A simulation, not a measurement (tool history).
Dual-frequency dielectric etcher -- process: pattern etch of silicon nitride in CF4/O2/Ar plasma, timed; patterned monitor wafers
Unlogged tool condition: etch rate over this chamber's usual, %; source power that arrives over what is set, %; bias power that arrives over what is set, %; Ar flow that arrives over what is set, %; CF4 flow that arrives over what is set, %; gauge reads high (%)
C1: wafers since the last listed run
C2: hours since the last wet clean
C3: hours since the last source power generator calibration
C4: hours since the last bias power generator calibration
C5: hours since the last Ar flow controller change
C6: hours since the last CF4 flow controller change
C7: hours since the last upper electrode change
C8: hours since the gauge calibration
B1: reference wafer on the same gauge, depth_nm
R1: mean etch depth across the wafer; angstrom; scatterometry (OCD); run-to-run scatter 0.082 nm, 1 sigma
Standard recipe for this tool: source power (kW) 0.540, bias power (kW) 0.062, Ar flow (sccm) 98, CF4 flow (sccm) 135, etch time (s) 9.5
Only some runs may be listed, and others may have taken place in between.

{"run": 1, "hour": 0.0, "source power (kW)": 0.54, "bias power (kW)": 0.062, "Ar flow (sccm)": 98, "CF4 flow (sccm)": 144, "etch time (s)": 9.5, "C1": 0, "C2": 99.0, "C3": 2126.3, "C4": 181.1, "C5": 1457.8, "C6": 5082.9, "C7": 5014.9, "C8": 126.3, "B1": 21.99, "R1": 223.9}
{"run": 2, "hour": 34.3, "source power (kW)": 0.54, "bias power (kW)": 0.062, "Ar flow (sccm)": 84, "CF4 flow (sccm)": 135, "etch time (s)": 9.5, "C1": 392, "C2": 133.3, "C3": 2160.6, "C4": 215.4, "C5": 1492.1, "C6": 5117.2, "C7": 5049.2, "C8": 160.6, "B1": 22.0, "R1": 226.0}
{"hour": 92.2, "done": "Ar flow controller replaced"}
{"hour": 100.1, "done": "source power generator calibrated"}
{"run": 3, "hour": 138.4, "source power (kW)": 0.54, "bias power (kW)": 0.062, "Ar flow (sccm)": 74, "CF4 flow (sccm)": 135, "etch time (s)": 9.5, "C1": 1077, "C2": 237.4, "C3": 38.3, "C4": 319.5, "C5": 46.2, "C6": 5221.3, "C7": 5153.3, "C8": 264.7, "B1": 22.0, "R1": 228.8}
{"hour": 193.6, "done": "upper electrode replaced"}
{"run": 4, "hour": 194.1, "source power (kW)": 0.54, "bias power (kW)": 0.062, "Ar flow (sccm)": 112, "CF4 flow (sccm)": 123, "etch time (s)": 7.5, "C1": 362, "C2": 293.1, "C3": 94.0, "C4": 375.2, "C5": 101.9, "C6": 5277.0, "C7": 0.5, "C8": 320.4, "B1": 21.97, "R1": 170.6}
{"run": 5, "hour": 198.1, "source power (kW)": 0.59, "bias power (kW)": 0.062, "Ar flow (sccm)": 98, "CF4 flow (sccm)": 135, "etch time (s)": 9.5, "C1": 45, "C2": 297.1, "C3": 98.0, "C4": 379.2, "C5": 105.9, "C6": 5281.0, "C7": 4.5, "C8": 324.4, "B1": 22.04, "R1": 243.8}
{"run": 6, "hour": 231.7, "source power (kW)": 0.54, "bias power (kW)": 0.062, "Ar flow (sccm)": 98, "CF4 flow (sccm)": 135, "etch time (s)": 9.5, "C1": 384, "C2": 330.7, "C3": 131.6, "C4": 412.8, "C5": 139.5, "C6": 5314.6, "C7": 38.1, "C8": 358.0, "B1": 22.0, "R1": 222.9}
{"run": 7, "hour": 245.0, "source power (kW)": 0.59, "bias power (kW)": 0.062, "Ar flow (sccm)": 80, "CF4 flow (sccm)": 104, "etch time (s)": 9.5, "C1": 152, "C2": 344.0, "C3": 144.9, "C4": 426.1, "C5": 152.8, "C6": 5327.9, "C7": 51.4, "C8": 371.3, "B1": 21.99, "R1": 245.3}
{"hour": 328.6, "done": "wet clean of the chamber"}
{"hour": 330.0, "done": "CF4 flow controller replaced"}
{"run": 8, "hour": 345.7, "source power (kW)": 0.54, "bias power (kW)": 0.062, "Ar flow (sccm)": 98, "CF4 flow (sccm)": 135, "etch time (s)": 9.5, "C1": 862, "C2": 17.1, "C3": 245.6, "C4": 526.8, "C5": 253.5, "C6": 15.7, "C7": 152.1, "C8": 472.0, "B1": 22.01, "R1": 221.6}
{"run": 9, "hour": 360.4, "source power (kW)": 0.54, "bias power (kW)": 0.062, "Ar flow (sccm)": 98, "CF4 flow (sccm)": 135, "etch time (s)": 9.5, "C1": 168, "C2": 31.8, "C3": 260.3, "C4": 541.5, "C5": 268.2, "C6": 30.4, "C7": 166.8, "C8": 486.7, "B1": 22.0, "R1": 222.4}
{"run": 10, "hour": 388.2, "source power (kW)": 0.54, "bias power (kW)": 0.062, "Ar flow (sccm)": 119, "CF4 flow (sccm)": 135, "etch time (s)": 9.5, "C1": 318, "C2": 59.6, "C3": 288.1, "C4": 569.3, "C5": 296.0, "C6": 58.2, "C7": 194.6, "C8": 514.5, "B1": 21.98, "R1": 216.9}
{"run": 11, "hour": 413.6, "source power (kW)": 0.59, "bias power (kW)": 0.062, "Ar flow (sccm)": 98, "CF4 flow (sccm)": 135, "etch time (s)": 9.5, "C1": 290, "C2": 85.0, "C3": 313.5, "C4": 594.7, "C5": 321.4, "C6": 83.6, "C7": 220.0, "C8": 539.9, "B1": 22.04, "R1": 243.1}
{"run": 12, "hour": 425.7, "source power (kW)": 0.54, "bias power (kW)": 0.054, "Ar flow (sccm)": 98, "CF4 flow (sccm)": 135, "etch time (s)": 9.5, "C1": 138, "C2": 97.1, "C3": 325.6, "C4": 606.8, "C5": 333.5, "C6": 95.7, "C7": 232.1, "C8": 552.0, "B1": 22.0, "R1": 212.3}
{"run": 13, "hour": 456.8, "source power (kW)": 0.47, "bias power (kW)": 0.052, "Ar flow (sccm)": 98, "CF4 flow (sccm)": 104, "etch time (s)": 9.5, "C1": 356, "C2": 128.2, "C3": 356.7, "C4": 637.9, "C5": 364.6, "C6": 126.8, "C7": 263.2, "C8": 583.1, "B1": 22.0, "R1": 175.2}
{"run": 14, "hour": 491.3, "source power (kW)": 0.54, "bias power (kW)": 0.057, "Ar flow (sccm)": 98, "CF4 flow (sccm)": 104, "etch time (s)": 9.5, "C1": 394, "C2": 162.7, "C3": 391.2, "C4": 672.4, "C5": 399.1, "C6": 161.3, "C7": 297.7, "C8": 617.6, "B1": 21.99, "R1": 210.2}
{"run": 15, "hour": 522.6, "source power (kW)": 0.5, "bias power (kW)": 0.05, "Ar flow (sccm)": 120, "CF4 flow (sccm)": 135, "etch time (s)": 9.5, "C1": 358, "C2": 194.0, "C3": 422.5, "C4": 703.7, "C5": 430.4, "C6": 192.6, "C7": 329.0, "C8": 648.9, "B1": 21.99, "R1": 184.5}
{"run": 16, "hour": 538.6, "source power (kW)": 0.54, "bias power (kW)": 0.062, "Ar flow (sccm)": 87, "CF4 flow (sccm)": 135, "etch time (s)": 10.5, "C1": 183, "C2": 210.0, "C3": 438.5, "C4": 719.7, "C5": 446.4, "C6": 208.6, "C7": 345.0, "C8": 664.9, "B1": 22.0, "R1": 249.1}
{"run": 17, "hour": 566.4, "source power (kW)": 0.6, "bias power (kW)": 0.062, "Ar flow (sccm)": 109, "CF4 flow (sccm)": 157, "etch time (s)": 9.5, "C1": 318, "C2": 237.8, "C3": 466.3, "C4": 747.5, "C5": 474.2, "C6": 236.4, "C7": 372.8, "C8": 692.7, "B1": 21.96, "R1": 248.1}
{"run": 18, "hour": 592.3, "source power (kW)": 0.54, "bias power (kW)": 0.074, "Ar flow (sccm)": 98, "CF4 flow (sccm)": 135, "etch time (s)": 11.5, "C1": 296, "C2": 263.7, "C3": 492.2, "C4": 773.4, "C5": 500.1, "C6": 262.3, "C7": 398.7, "C8": 718.6, "B1": 22.03, "R1": 287.3}
{"run": 19, "hour": 620.2, "source power (kW)": 0.47, "bias power (kW)": 0.057, "Ar flow (sccm)": 98, "CF4 flow (sccm)": 116, "etch time (s)": 8.5, "C1": 319, "C2": 291.6, "C3": 520.1, "C4": 801.3, "C5": 528.0, "C6": 290.2, "C7": 426.6, "C8": 746.5, "B1": 21.98, "R1": 163.5}
{"run": 20, "hour": 648.7, "source power (kW)": 0.63, "bias power (kW)": 0.062, "Ar flow (sccm)": 92, "CF4 flow (sccm)": 135, "etch time (s)": 9.5, "C1": 326, "C2": 320.1, "C3": 548.6, "C4": 829.8, "C5": 556.5, "C6": 318.7, "C7": 455.1, "C8": 775.0, "B1": 22.04, "R1": 263.6}

Forecast each of these 5 alternatives for the next run:
{"run": "A", "hour": 649.1, "source power (kW)": 0.54, "bias power (kW)": 0.062, "Ar flow (sccm)": 113, "CF4 flow (sccm)": 135, "etch time (s)": 9.5, "C1": 4, "C2": 320.5, "C3": 549.0, "C4": 830.2, "C5": 556.9, "C6": 319.1, "C7": 455.5, "C8": 775.4, "B1": "?", "R1": "?"}
{"run": "B", "hour": 649.1, "source power (kW)": 0.43, "bias power (kW)": 0.062, "Ar flow (sccm)": 80, "CF4 flow (sccm)": 135, "etch time (s)": 9.5, "C1": 4, "C2": 320.5, "C3": 549.0, "C4": 830.2, "C5": 556.9, "C6": 319.1, "C7": 455.5, "C8": 775.4, "B1": "?", "R1": "?"}
{"run": "C", "hour": 649.1, "source power (kW)": 0.54, "bias power (kW)": 0.062, "Ar flow (sccm)": 85, "CF4 flow (sccm)": 162, "etch time (s)": 7.5, "C1": 4, "C2": 320.5, "C3": 549.0, "C4": 830.2, "C5": 556.9, "C6": 319.1, "C7": 455.5, "C8": 775.4, "B1": "?", "R1": "?"}
{"run": "D", "hour": 649.1, "source power (kW)": 0.54, "bias power (kW)": 0.057, "Ar flow (sccm)": 98, "CF4 flow (sccm)": 135, "etch time (s)": 9.5, "C1": 4, "C2": 320.5, "C3": 549.0, "C4": 830.2, "C5": 556.9, "C6": 319.1, "C7": 455.5, "C8": 775.4, "B1": "?", "R1": "?"}
{"run": "E", "hour": 649.1, "source power (kW)": 0.54, "bias power (kW)": 0.062, "Ar flow (sccm)": 98, "CF4 flow (sccm)": 146, "etch time (s)": 11.5, "C1": 4, "C2": 320.5, "C3": 549.0, "C4": 830.2, "C5": 556.9, "C6": 319.1, "C7": 455.5, "C8": 775.4, "B1": "?", "R1": "?"}

run=A B1=22.01 R1=217.7
run=B B1=22.01 R1=177.5
run=C B1=22.01 R1=180.6
run=D B1=22.01 R1=215.0
run=E B1=22.01 R1=270.2
With no hidden state in the tool, these same runs would have given:
run=A R1=217.7
run=B R1=177.5
run=C R1=180.6
run=D R1=215.0
run=E R1=270.2
